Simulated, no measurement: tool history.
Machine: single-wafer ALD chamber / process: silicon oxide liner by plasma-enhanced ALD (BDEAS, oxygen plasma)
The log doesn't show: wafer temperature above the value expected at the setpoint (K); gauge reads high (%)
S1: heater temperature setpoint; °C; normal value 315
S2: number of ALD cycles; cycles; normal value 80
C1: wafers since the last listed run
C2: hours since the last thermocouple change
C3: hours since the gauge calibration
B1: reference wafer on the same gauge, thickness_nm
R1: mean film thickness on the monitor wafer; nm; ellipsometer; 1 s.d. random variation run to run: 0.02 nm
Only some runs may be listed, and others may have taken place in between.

run 1 day=0.000 | S1=315 S2=80 | C1=0 C2=1474.6 C3=385.8 | B1=9.252 | R1=8.042
run 2 day=6.838 | S1=315 S2=80 | C1=539 C2=1638.7 C3=549.9 | B1=9.253 | R1=8.057
run 3 day=9.646 | S1=315 S2=80 | C1=221 C2=1706.1 C3=617.3 | B1=9.253 | R1=8.084
run 4 day=10.888 | S1=315 S2=80 | C1=98 C2=1735.9 C3=647.1 | B1=9.253 | R1=8.112
-- day=12.667 gauge calibrated
run 5 day=13.704 | S1=306 S2=80 | C1=222 C2=1803.5 C3=24.9 | B1=9.248 | R1=8.202
run 6 day=15.054 | S1=315 S2=80 | C1=106 C2=1835.9 C3=57.3 | B1=9.254 | R1=8.069
run 7 day=16.483 | S1=315 S2=80 | C1=112 C2=1870.2 C3=91.6 | B1=9.250 | R1=8.064
-- day=18.854 thermocouple changed; heater temperature recalibrated
run 8 day=18.875 | S1=315 S2=80 | C1=162 C2=0.5 C3=149.0 | B1=9.252 | R1=8.082
run 9 day=20.367 | S1=308 S2=89 | C1=117 C2=36.3 C3=184.8 | B1=9.246 | R1=9.110
run 10 day=21.450 | S1=323 S2=86 | C1=85 C2=62.3 C3=210.8 | B1=9.243 | R1=8.579
run 11 day=24.050 | S1=323 S2=86 | C1=205 C2=124.7 C3=273.2 | B1=9.253 | R1=8.571
run 12 day=25.329 | S1=315 S2=80 | C1=101 C2=155.4 C3=303.9 | B1=9.247 | R1=8.118
run 13 day=26.454 | S1=305 S2=64 | C1=88 C2=182.4 C3=330.9 | B1=9.251 | R1=6.557
run 14 day=28.238 | S1=308 S2=80 | C1=140 C2=225.2 C3=373.7 | B1=9.249 | R1=8.191
run 15 day=29.925 | S1=315 S2=80 | C1=133 C2=265.7 C3=414.2 | B1=9.247 | R1=8.096
run 16 day=32.608 | S1=321 S2=94 | C1=211 C2=330.1 C3=478.6 | B1=9.250 | R1=9.408

For each run, what was the tool's unlogged condition?
wafer temperature above the value expected at the setpoint (K): 0 at every run
gauge reads high (%): 0 at every run
